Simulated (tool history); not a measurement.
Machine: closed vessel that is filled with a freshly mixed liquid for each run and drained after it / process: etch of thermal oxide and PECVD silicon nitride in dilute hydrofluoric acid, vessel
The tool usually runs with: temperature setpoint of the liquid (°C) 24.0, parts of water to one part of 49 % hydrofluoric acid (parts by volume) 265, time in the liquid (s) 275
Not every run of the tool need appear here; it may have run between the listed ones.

| run | hour | temperature setpoint of the liquid (°C) | parts of water to one part of 49 % hydrofluoric acid (parts by volume) | time in the liquid (s) | wafers since the last listed run | hours since the thermometer was replaced | hours since the hydrofluoric acid flow meter was replaced | hours since the gauge calibration | read-back film thickness of the thermal oxide reference wafer, read on the same gauge (nm) | read-back film thickness of the PECVD silicon nitride reference wafer, read on the same gauge (nm) | thickness taken off the thermal oxide on a monitor wafer (nm) | thickness taken off the PECVD silicon nitride on a monitor wafer (nm) |
|---|---|---|---|---|---|---|---|---|---|---|---|---|
| 1 | 0.0 | 24.0 | 265 | 275 | 0 | 937.2 | 1419.9 | 2876.3 | 85.509 | 114.053 | 3.567 | 2.805 |
|  | 29.1 | gauge calibrated |
| 2 | 52.8 | 24.0 | 265 | 275 | 5327 | 990.0 | 1472.7 | 23.7 | 89.742 | 119.693 | 3.674 | 2.904 |
| 3 | 95.2 | 24.0 | 265 | 275 | 4278 | 1032.4 | 1515.1 | 66.1 | 89.589 | 119.471 | 3.730 | 2.895 |
| 4 | 122.4 | 24.0 | 265 | 275 | 2744 | 1059.6 | 1542.3 | 93.3 | 89.487 | 119.306 | 3.693 | 2.878 |
| 5 | 153.9 | 24.0 | 265 | 275 | 3178 | 1091.1 | 1573.8 | 124.8 | 89.396 | 119.161 | 3.721 | 2.821 |
| 6 | 205.1 | 24.0 | 145 | 320 | 5166 | 1142.3 | 1625.0 | 176.0 | 89.160 | 118.865 | 8.955 | 5.988 |
|  | 248.3 | hydrofluoric acid flow meter replaced |
| 7 | 251.1 | 22.0 | 315 | 230 | 4540 | 1188.3 | 2.8 | 222.0 | 89.010 | 118.706 | 2.325 | 1.802 |
| 8 | 295.0 | 24.0 | 265 | 275 | 4429 | 1232.2 | 46.7 | 265.9 | 88.823 | 118.470 | 3.677 | 2.811 |
| 9 | 328.1 | 24.0 | 225 | 140 | 3339 | 1265.3 | 79.8 | 299.0 | 88.714 | 118.364 | 2.306 | 1.722 |
| 10 | 358.1 | 24.0 | 145 | 320 | 3027 | 1295.3 | 109.8 | 329.0 | 88.631 | 118.187 | 8.753 | 6.024 |
| 11 | 421.2 | 20.0 | 265 | 215 | 6367 | 1358.4 | 172.9 | 392.1 | 88.429 | 117.930 | 2.532 | 1.747 |
| 12 | 527.8 | 19.5 | 265 | 275 | 10756 | 1465.0 | 279.5 | 498.7 | 88.137 | 117.568 | 3.103 | 2.155 |
|  | 560.9 | thermometer replaced |
| 13 | 582.7 | 24.0 | 165 | 170 | 5438 | 21.8 | 334.4 | 553.6 | 88.016 | 117.356 | 4.023 | 2.858 |
| 14 | 717.6 | 24.0 | 195 | 425 | 13612 | 156.7 | 469.3 | 688.5 | 87.689 | 116.975 | 8.329 | 5.852 |
| 15 | 783.7 | 22.5 | 140 | 380 | 6669 | 222.8 | 535.4 | 754.6 | 87.587 | 116.764 | 10.279 | 6.703 |
| 16 | 834.8 | 24.0 | 265 | 320 | 5156 | 273.9 | 586.5 | 805.7 | 87.488 | 116.631 | 4.197 | 3.272 |
| 17 | 893.0 | 19.5 | 265 | 125 | 5872 | 332.1 | 644.7 | 863.9 | 87.344 | 116.495 | 1.416 | 0.994 |
| 18 | 918.2 | 24.0 | 265 | 275 | 2542 | 357.3 | 669.9 | 889.1 | 87.331 | 116.408 | 3.619 | 2.829 |
| 19 | 963.1 | 27.5 | 205 | 275 | 4530 | 402.2 | 714.8 | 934.0 | 87.274 | 116.303 | 5.707 | 4.479 |
| 20 | 1016.5 | 22.0 | 180 | 405 | 5388 | 455.6 | 768.2 | 987.4 | 87.158 | 116.200 | 7.946 | 5.450 |
| 21 | 1054.5 | 22.5 | 305 | 420 | 3834 | 493.6 | 806.2 | 1025.4 | 87.103 | 116.106 | 4.359 | 3.433 |
| 22 | 1115.7 | 20.5 | 300 | 330 | 6175 | 554.8 | 867.4 | 1086.6 | 87.026 | 116.042 | 3.291 | 2.411 |
| 23 | 1183.4 | 24.0 | 265 | 330 | 6831 | 622.5 | 935.1 | 1154.3 | 86.952 | 115.902 | 4.370 | 3.369 |
| 24 | 1333.8 | 24.0 | 265 | 275 | 15176 | 772.9 | 1085.5 | 1304.7 | 86.743 | 115.659 | 3.608 | 2.836 |
| 25 | 1389.9 | 24.0 | 265 | 200 | 5660 | 829.0 | 1141.6 | 1360.8 | 86.677 | 115.557 | 2.630 | 2.038 |
| 26 | 1414.3 | 24.0 | 340 | 425 | 2462 | 853.4 | 1166.0 | 1385.2 | 86.638 | 115.555 | 4.060 | 3.422 |

Below are 3 alternative next runs, each starting from the tool's condition after run 26. Predict each:
| A | 1415.0 | 21.0 | 265 | 275 | 70 | 854.1 | 1166.7 | 1385.9 | ? | ? | ? | ? |
| B | 1415.0 | 24.0 | 210 | 275 | 70 | 854.1 | 1166.7 | 1385.9 | ? | ? | ? | ? |
| C | 1415.0 | 29.0 | 320 | 175 | 70 | 854.1 | 1166.7 | 1385.9 | ? | ? | ? | ? |

| run | read-back film thickness of the thermal oxide reference wafer, read on the same gauge (nm) | read-back film thickness of the PECVD silicon nitride reference wafer, read on the same gauge (nm) | thickness taken off the thermal oxide on a monitor wafer (nm) | thickness taken off the PECVD silicon nitride on a monitor wafer (nm) |
|---|---|---|---|---|
| A | 86.677 | 115.524 | 3.265 | 2.247 |
| B | 86.677 | 115.524 | 4.860 | 3.414 |
| C | 86.677 | 115.524 | 2.146 | 1.924 |
Take away the tool's hidden state, keep each run's random variation, and the runs would have read:
| run | thickness taken off the thermal oxide on a monitor wafer (nm) | thickness taken off the PECVD silicon nitride on a monitor wafer (nm) |
|---|---|---|
| A | 3.391 | 2.334 |
| B | 5.048 | 3.546 |
| C | 2.229 | 1.998 |
